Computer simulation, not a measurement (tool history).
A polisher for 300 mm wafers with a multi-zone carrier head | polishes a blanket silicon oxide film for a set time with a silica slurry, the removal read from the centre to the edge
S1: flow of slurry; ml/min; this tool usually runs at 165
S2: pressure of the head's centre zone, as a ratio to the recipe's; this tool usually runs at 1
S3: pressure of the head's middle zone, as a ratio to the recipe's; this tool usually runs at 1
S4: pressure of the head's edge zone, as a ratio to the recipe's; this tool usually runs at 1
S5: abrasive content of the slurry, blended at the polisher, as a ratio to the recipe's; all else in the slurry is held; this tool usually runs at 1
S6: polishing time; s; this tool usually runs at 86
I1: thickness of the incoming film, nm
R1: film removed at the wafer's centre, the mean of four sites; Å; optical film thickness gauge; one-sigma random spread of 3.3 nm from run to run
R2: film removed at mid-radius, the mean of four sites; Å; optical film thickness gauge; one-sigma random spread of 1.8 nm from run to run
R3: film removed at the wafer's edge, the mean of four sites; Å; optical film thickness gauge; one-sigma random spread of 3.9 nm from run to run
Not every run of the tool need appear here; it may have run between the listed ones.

| run | hour | S1 | S2 | S3 | S4 | S5 | S6 | I1 | R1 | R2 | R3 |
|---|---|---|---|---|---|---|---|---|---|---|---|
| 1 | 0 | 165 | 1 | 1 | 1 | 1 | 86 | 1157.8 | 2268 | 2556 | 2624 |
| 2 | 76.4 | 165 | 0.91 | 1 | 1.03 | 1 | 86 | 1151.3 | 2133 | 2564 | 2728 |
|  | 107.3 | worn pad replaced by a new one |
| 3 | 114.6 | 165 | 0.95 | 1 | 1 | 1 | 86 | 1155.3 | 2155 | 2547 | 2535 |
| 4 | 167.5 | 205 | 1 | 1 | 1 | 1 | 86 | 1143.9 | 2340 | 2632 | 2670 |
|  | 239.9 | centre zone pressure recalibrated, repeated, since the last time left the tool worse |
| 5 | 243 | 165 | 1 | 1 | 1 | 1 | 86 | 1156.8 | 2573 | 2526 | 2602 |
|  | 252.5 | slurry nozzle cleaned |
| 6 | 282.9 | 210 | 1 | 1 | 0.92 | 1 | 86 | 1156.5 | 2703 | 2669 | 2509 |
| 7 | 353.6 | 190 | 1.06 | 0.93 | 1.08 | 1 | 86 | 1139.6 | 2700 | 2458 | 2708 |
|  | 522.7 | edge zone pressure recalibrated |
| 8 | 587.6 | 165 | 1 | 1.06 | 1 | 1.1 | 61 | 1155.7 | 1891 | 1973 | 1930 |
| 9 | 647.2 | 165 | 1.09 | 1 | 1 | 1 | 105 | 1157.9 | 3279 | 3128 | 3229 |
|  | 667.7 | worn pad replaced by a new one |
| 10 | 692.4 | 165 | 1 | 1 | 1 | 1 | 86 | 1141.4 | 2522 | 2543 | 2577 |
| 11 | 738.5 | 165 | 1 | 1 | 1 | 1 | 86 | 1161.3 | 2498 | 2565 | 2661 |
| 12 | 780.2 | 165 | 0.92 | 1 | 1 | 1 | 86 | 1153.8 | 2273 | 2536 | 2594 |
|  | 841.2 | centre zone pressure recalibrated |
|  | 852 | slurry nozzle cleaned |
| 13 | 1045.8 | 165 | 0.9 | 1 | 1 | 1 | 68 | 1149.2 | 1887 | 2021 | 2040 |
|  | 1103.2 | carrier head's membrane replaced by a new one |
| 14 | 1143.9 | 140 | 1.1 | 1 | 0.97 | 1 | 86 | 1171.4 | 2699 | 2485 | 2518 |
|  | 1202.7 | worn pad replaced by a new one |
| 15 | 1213.5 | 165 | 1 | 1.05 | 1.09 | 0.85 | 57 | 1154.4 | 1564 | 1657 | 1658 |
| 16 | 1303.2 | 225 | 0.93 | 1 | 1 | 1 | 86 | 1139.7 | 2466 | 2675 | 2627 |
| 17 | 1409.3 | 165 | 1.1 | 1 | 0.94 | 1 | 102 | 1147.2 | 3147 | 3014 | 2991 |
| 18 | 1457.7 | 110 | 1 | 1.11 | 1 | 1 | 86 | 1147.8 | 2215 | 2512 | 2357 |
|  | 1513.4 | centre zone pressure recalibrated |
| 19 | 1550.6 | 205 | 1 | 0.91 | 1 | 0.85 | 86 | 1159.8 | 2528 | 2261 | 2508 |
|  | 1559.7 | slurry nozzle cleaned |
| 20 | 1645.6 | 205 | 1 | 1 | 1 | 1 | 86 | 1144 | 2676 | 2669 | 2598 |
| 21 | 1739.3 | 205 | 1 | 0.93 | 1 | 1 | 86 | 1154 | 2645 | 2501 | 2705 |
| 22 | 1782.6 | 165 | 1 | 1 | 1 | 1 | 86 | 1150 | 2505 | 2555 | 2593 |

Here are 3 independent what-if runs from the current tool condition. What would each one return?
| A | 1783 | 165 | 1 | 1 | 1 | 1.25 | 86 | 1159.7 | ? | ? | ? |
| B | 1783 | 165 | 0.94 | 1.09 | 1 | 1.3 | 86 | 1159.7 | ? | ? | ? |
| C | 1783 | 165 | 1 | 1 | 1 | 1.15 | 86 | 1159.7 | ? | ? | ? |

| run | R1 | R2 | R3 |
|---|---|---|---|
| A | 2840 | 2794 | 2867 |
| B | 2727 | 3045 | 2908 |
| C | 2746 | 2702 | 2772 |
Had the tool no hidden state, the same runs would have come out as:
| run | R1 | R2 | R3 |
|---|---|---|---|
| A | 2924 | 2794 | 2867 |
| B | 2809 | 3045 | 2908 |
| C | 2828 | 2702 | 2772 |
